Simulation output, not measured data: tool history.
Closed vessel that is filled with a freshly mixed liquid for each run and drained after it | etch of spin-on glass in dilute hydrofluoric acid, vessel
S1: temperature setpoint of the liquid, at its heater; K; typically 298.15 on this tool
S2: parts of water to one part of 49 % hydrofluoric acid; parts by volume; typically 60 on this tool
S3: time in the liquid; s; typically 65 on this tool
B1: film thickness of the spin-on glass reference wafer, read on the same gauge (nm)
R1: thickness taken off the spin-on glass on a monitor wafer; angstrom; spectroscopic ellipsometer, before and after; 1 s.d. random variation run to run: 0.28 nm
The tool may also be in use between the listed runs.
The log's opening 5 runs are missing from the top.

| run | hour | S1 | S2 | S3 | B1 | R1 |
|---|---|---|---|---|---|---|
| 6 | 81.4 | 298.15 | 60 | 65 | 69.99 | 476.4 |
| 7 | 95.2 | 296.15 | 60 | 65 | 70.01 | 439.2 |
| 8 | 110.1 | 296.15 | 60 | 65 | 70.00 | 439.2 |
| 9 | 116.5 | 301.15 | 60 | 65 | 69.99 | 539.2 |
| 10 | 127.8 | 301.15 | 60 | 65 | 70.01 | 535.8 |
| 11 | 141.1 | 301.15 | 60 | 65 | 70.00 | 534.2 |
| 12 | 148.8 | 298.15 | 60 | 45 | 70.01 | 330.4 |
| 13 | 160.0 | 298.15 | 60 | 45 | 70.01 | 326.0 |
| 14 | 171.1 | 298.15 | 60 | 45 | 70.03 | 328.4 |
|  | 175.8 | gauge calibrated |
| 15 | 185.5 | 298.15 | 60 | 65 | 69.99 | 470.7 |
| 16 | 202.9 | 299.65 | 70 | 75 | 70.01 | 493.3 |
| 17 | 219.3 | 295.65 | 85 | 35 | 69.99 | 157.8 |
|  | 262.9 | thermometer replaced |
| 18 | 267.4 | 298.15 | 70 | 65 | 70.00 | 440.5 |
| 19 | 278.9 | 299.65 | 60 | 95 | 70.00 | 808.0 |
| 20 | 292.8 | 298.15 | 35 | 45 | 69.99 | 631.2 |
| 21 | 307.1 | 300.15 | 60 | 65 | 70.00 | 555.8 |
| 22 | 323.9 | 298.15 | 60 | 65 | 69.98 | 517.4 |
|  | 327.6 | hydrofluoric acid flow meter replaced |
| 23 | 331.9 | 298.15 | 60 | 65 | 70.00 | 518.8 |
| 24 | 341.8 | 296.15 | 75 | 80 | 70.02 | 457.2 |
| 25 | 347.8 | 298.15 | 60 | 65 | 70.00 | 516.7 |

Run 26 comes next. What will it give?
| 26 | 365.7 | 294.15 | 80 | 65 | ? | ? |

B1: 70.01
R1: 316.4 angstrom
Without the tool's hidden state the same run would have given R1 322.1 angstrom.

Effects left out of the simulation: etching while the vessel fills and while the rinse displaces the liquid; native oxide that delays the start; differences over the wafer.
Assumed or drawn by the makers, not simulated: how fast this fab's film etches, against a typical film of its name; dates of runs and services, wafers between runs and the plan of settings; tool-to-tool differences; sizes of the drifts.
